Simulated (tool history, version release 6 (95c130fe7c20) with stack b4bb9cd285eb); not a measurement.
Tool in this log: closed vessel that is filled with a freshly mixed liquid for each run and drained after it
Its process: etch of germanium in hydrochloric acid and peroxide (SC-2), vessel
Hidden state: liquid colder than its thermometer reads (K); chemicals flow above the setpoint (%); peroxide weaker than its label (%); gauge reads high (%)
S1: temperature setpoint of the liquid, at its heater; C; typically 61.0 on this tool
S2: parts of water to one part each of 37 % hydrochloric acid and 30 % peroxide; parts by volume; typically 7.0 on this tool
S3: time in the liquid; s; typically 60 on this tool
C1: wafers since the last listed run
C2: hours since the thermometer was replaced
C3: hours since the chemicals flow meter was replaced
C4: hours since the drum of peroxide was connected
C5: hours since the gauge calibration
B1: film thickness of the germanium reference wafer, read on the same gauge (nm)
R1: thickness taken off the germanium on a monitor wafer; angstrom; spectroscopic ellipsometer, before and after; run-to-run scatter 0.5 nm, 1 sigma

run,hour,S1,S2,S3,C1,C2,C3,C4,C5,B1,R1
1,0.0,61.0,7.0,60,0,2759.0,227.2,614.3,2725.1,90.00,2460.9
2,105.5,61.0,7.0,60,12420,2864.5,332.7,719.8,2830.6,90.01,2465.8
# hour 108.5: new drum of peroxide connected
3,160.4,61.0,7.0,60,6345,2919.4,387.6,51.9,2885.5,90.03,2465.0
# hour 205.4: thermometer replaced
4,285.3,61.0,7.0,60,14586,79.9,512.5,176.8,3010.4,90.00,2509.5
5,422.7,61.0,7.0,60,16176,217.3,649.9,314.2,3147.8,90.01,2502.8
6,506.8,61.0,4.5,60,9901,301.4,734.0,398.3,3231.9,89.98,2548.5
7,583.9,61.0,8.5,60,9077,378.5,811.1,475.4,3309.0,90.01,2472.9
# hour 597.4: chemicals flow meter replaced
8,681.3,61.0,8.5,60,11349,475.9,83.9,572.8,3406.4,89.99,2452.3
9,755.2,61.0,4.0,45,8700,549.8,157.8,646.7,3480.3,90.01,1900.8
10,851.0,61.0,7.0,60,11278,645.6,253.6,742.5,3576.1,90.01,2494.1
# hour 862.4: new drum of peroxide connected
11,941.5,61.0,7.0,75,10536,736.1,344.1,79.1,3666.6,89.99,3120.4
12,1031.6,70.0,9.5,75,10607,826.2,434.2,169.2,3756.7,89.98,3954.3
13,1117.5,61.0,7.0,60,10113,912.1,520.1,255.1,3842.6,90.01,2502.3
14,1176.2,61.0,7.0,60,6910,970.8,578.8,313.8,3901.3,89.99,2499.7
# hour 1245.1: chemicals flow meter replaced
15,1284.2,61.0,5.0,60,12597,1078.8,39.1,421.8,4009.3,90.02,2518.2
# hour 1301.5: gauge calibrated
16,1346.4,67.5,5.5,30,7322,1141.0,101.3,484.0,44.9,90.02,1518.4
17,1416.9,61.0,7.0,60,8300,1211.5,171.8,554.5,115.4,90.04,2483.2
18,1485.6,65.5,7.0,60,8088,1280.2,240.5,623.2,184.1,89.97,2826.3
# hour 1523.6: new drum of peroxide connected
19,1614.9,53.5,4.0,60,15104,1409.5,369.8,91.3,313.4,90.01,2007.1
20,1683.0,61.0,7.0,60,8017,1477.6,437.9,159.4,381.5,89.99,2492.5
21,1931.3,69.0,9.5,60,29232,1725.9,686.2,407.7,629.8,90.01,3071.1
# hour 1956.4: chemicals flow meter replaced
22,1996.3,70.5,9.5,60,7534,1790.9,39.9,472.7,694.8,90.01,3165.4
23,2063.9,61.0,6.0,60,7958,1858.5,107.5,540.3,762.4,90.00,2493.5
24,2160.9,53.0,9.0,30,11419,1955.5,204.5,637.3,859.4,90.01,952.5
# hour 2194.2: new drum of peroxide connected
25,2244.3,56.0,7.0,60,9701,2038.9,287.9,50.1,942.8,89.99,2126.3
26,2307.5,61.0,7.0,75,7440,2102.1,351.1,113.3,1006.0,90.01,3084.8
27,2348.9,69.0,9.5,40,4874,2143.5,392.5,154.7,1047.4,89.97,2034.2
28,2397.2,70.0,9.0,45,5686,2191.8,440.8,203.0,1095.7,90.00,2363.7
29,2462.4,61.0,7.0,35,7676,2257.0,506.0,268.2,1160.9,89.99,1444.1
30,2532.8,65.0,5.0,85,8288,2327.4,576.4,338.6,1231.3,90.02,4001.1

Here are 3 independent what-if runs from the current tool condition. What would each one return?
A,2533.5,63.5,7.0,60,82,2328.1,577.1,339.3,1232.0,?,?
B,2533.5,54.0,7.0,60,82,2328.1,577.1,339.3,1232.0,?,?
C,2533.5,64.0,4.0,35,82,2328.1,577.1,339.3,1232.0,?,?

run,B1,R1
A,90.03,2674.3
B,90.03,2005.8
C,90.03,1611.6
Take away the tool's hidden state, keep each run's random variation, and the runs would have read:
run,R1
A,2690.0
B,2021.2
C,1629.5
